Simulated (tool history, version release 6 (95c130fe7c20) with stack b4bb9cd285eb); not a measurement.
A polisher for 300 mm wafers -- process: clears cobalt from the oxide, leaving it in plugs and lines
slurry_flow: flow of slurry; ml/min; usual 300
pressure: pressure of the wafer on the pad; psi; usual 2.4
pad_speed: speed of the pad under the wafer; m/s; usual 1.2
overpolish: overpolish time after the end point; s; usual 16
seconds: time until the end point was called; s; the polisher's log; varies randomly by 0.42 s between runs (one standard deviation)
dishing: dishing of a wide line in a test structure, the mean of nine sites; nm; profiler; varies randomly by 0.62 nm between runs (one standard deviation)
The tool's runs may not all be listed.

run     day  slurry_flow  pressure  pad_speed  overpolish  incoming thickness of the incoming film, nm  seconds  dishing
  1       0          300       2.4       0.88           9                                        288.7     73.8     26.2
  2   1.767          300       2.4       0.88           9                                        286.5     74.5       26
  3   2.212          300       2.4        1.2          16                                        289.9     55.3     44.7
  4   2.692          300       2.4        1.2          16                                        289.8     55.6     44.6
  5   3.346          300       2.4        1.2          16                                        287.3     55.3     44.4
      4.162  -- worn pad replaced by a new one
  6   4.183          300       2.4        1.2          16                                        289.5     55.2     42.8
  7   4.771          300       2.4        1.2          16                                        287.5     56.2     44.3
  8   5.288          300       2.4        1.2          16                                        289.5     57.1     44.2
  9   5.929          300       2.4        1.2          16                                        288.9     57.6     43.5
 10   6.508          300       2.4        1.2          16                                        289.9     57.2     43.8
 11   7.225          300       2.4        1.2          16                                        292.9     58.6     43.2
      7.638  -- slurry nozzle cleaned
 12   7.658          300       2.1        1.2          16                                        290.3     66.3     40.5
 13   8.167          300       2.4        1.2          16                                        288.2       57     43.6
      8.392  -- worn pad replaced by a new one
 14   8.425          300       1.9       1.42          16                                        289.2     62.4     42.6
 15   8.825          225       2.4       1.56          16                                        288.9     46.3       48
 16   9.154          270       2.4       1.06          11                                        289.2     65.4     32.1
      9.633  -- head pressure recalibrated
 17   9.654          250       2.4        1.2          16                                        291.2       52     45.8
 18      10          255       2.4       0.78          16                                        286.2     77.6     35.4
 19  10.654          370       2.4        1.2          16                                        288.2     49.9     46.4
 20  11.254          300       2.9       1.02          16                                        294.5     50.1     45.9
     11.621  -- worn pad replaced by a new one
 21  11.788          375       3.1       1.46          20                                        292.7     32.5     56.7
 22  12.062          300       2.4        1.2          25                                        288.1       51     52.9
 23  12.442          390       2.7        1.2          16                                        289.1     44.2     48.6
 24  13.171          340       2.4        1.2           6                                        295.1     50.9       25
 25  13.479          300       2.4        1.2          16                                        285.7     50.5     45.5

Results per run with the tool's hidden condition removed, run-to-run variation unchanged:
What the log doesn't record here: removal rate lost through wear of the pad, %; slurry flow missing at the pad, %; deviation of the head's pressure from its setpoint, %.
run  seconds  dishing
  1     69.2     27.4
  2     69.1     27.4
  3     51.2     46.4
  4     51.3     46.3
  5     50.8     46.2
  6     50.4     44.7
  7     51.1     46.3
  8     51.7     46.3
  9       52     45.6
 10     51.4     46.1
 11     52.4     45.6
 12       59       43
 13     50.5     46.2
 14     55.2     45.2
 15     40.9     50.4
 16     57.6     34.8
 17     52.5     45.6
 18     78.4     35.2
 19     50.4     46.2
 20     50.6     45.8
 21     32.8     56.6
 22     51.5     52.8
 23     44.6     48.4
 24     51.3     24.9
 25     50.9     45.4

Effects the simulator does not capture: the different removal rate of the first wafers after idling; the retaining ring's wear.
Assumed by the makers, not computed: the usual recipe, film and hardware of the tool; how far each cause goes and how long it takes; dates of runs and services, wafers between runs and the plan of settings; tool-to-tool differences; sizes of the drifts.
